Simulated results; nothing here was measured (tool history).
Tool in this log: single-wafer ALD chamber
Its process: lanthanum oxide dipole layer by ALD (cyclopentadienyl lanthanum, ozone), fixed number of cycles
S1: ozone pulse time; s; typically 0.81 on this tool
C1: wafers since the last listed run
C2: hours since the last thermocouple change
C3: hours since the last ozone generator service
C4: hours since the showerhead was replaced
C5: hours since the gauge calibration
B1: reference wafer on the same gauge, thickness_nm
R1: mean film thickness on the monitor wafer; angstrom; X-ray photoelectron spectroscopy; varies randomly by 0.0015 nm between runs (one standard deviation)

run     day    S1    C1      C2      C3      C4     C5     B1    R1
  1   0.000  0.81     0  2260.2  1105.4  5793.5  335.1  0.496  4.54
  2   1.071  0.81   390  2285.9  1131.1  5819.2  360.8  0.495  4.56
  3   3.575  0.81   912  2346.0  1191.2  5879.3  420.9  0.494  4.52
  4   5.908  0.81   850  2402.0  1247.2  5935.3  476.9  0.495  4.52
  5   7.300  0.81   507  2435.4  1280.6  5968.7  510.3  0.495  4.52
  6   8.429  0.96   411  2462.5  1307.7  5995.8  537.4  0.495  4.82
  7  10.454  0.96   738  2511.1  1356.3  6044.4  586.0  0.496  4.80
     11.825  -- thermocouple changed; heater temperature recalibrated
  8  12.625  0.81   669    19.2  1408.4  6096.5  638.1  0.495  4.49
  9  13.729  1.00   402    45.7  1434.9  6123.0  664.6  0.495  4.86
 10  16.421  0.68   981   110.3  1499.5  6187.6  729.2  0.495  4.18
 11  18.921  0.81   911   170.3  1559.5  6247.6  789.2  0.495  4.44
     19.333  -- gauge calibrated
     21.796  -- ozone generator serviced
 12  22.900  1.12  1328   265.8    26.5  6343.1   85.6  0.495  5.25
     23.779  -- showerhead replaced, of another model than before
 13  24.146  0.66   332   295.7    56.4     8.8  115.5  0.495  4.23
 14  26.554  0.51   877   353.5   114.2    66.6  173.3  0.495  3.50
 15  28.908  1.00   858   410.0   170.7   123.1  229.8  0.495  5.17
 16  34.075  0.91  1883   534.0   294.7   247.1  353.8  0.495  4.96
 17  36.450  0.81   865   591.0   351.7   304.1  410.8  0.495  4.68

Run-by-run hidden state of the tool:
wafer temperature above the value expected at the setpoint (K): 0, the same for each run
gauge reads high (%): 0, the same for each run
H1: ozone dose above that of a generator just serviced (%)
run     H1
  1  -13.8
  2  -14.1
  3  -14.8
  4  -15.4
  5  -15.7
  6    -16
  7  -16.6
  8  -17.1
  9  -17.4
 10  -18.1
 11  -18.8
 12  -1.16
 13  -1.49
 14  -2.12
 15  -2.74
 16   -4.1
 17  -4.73

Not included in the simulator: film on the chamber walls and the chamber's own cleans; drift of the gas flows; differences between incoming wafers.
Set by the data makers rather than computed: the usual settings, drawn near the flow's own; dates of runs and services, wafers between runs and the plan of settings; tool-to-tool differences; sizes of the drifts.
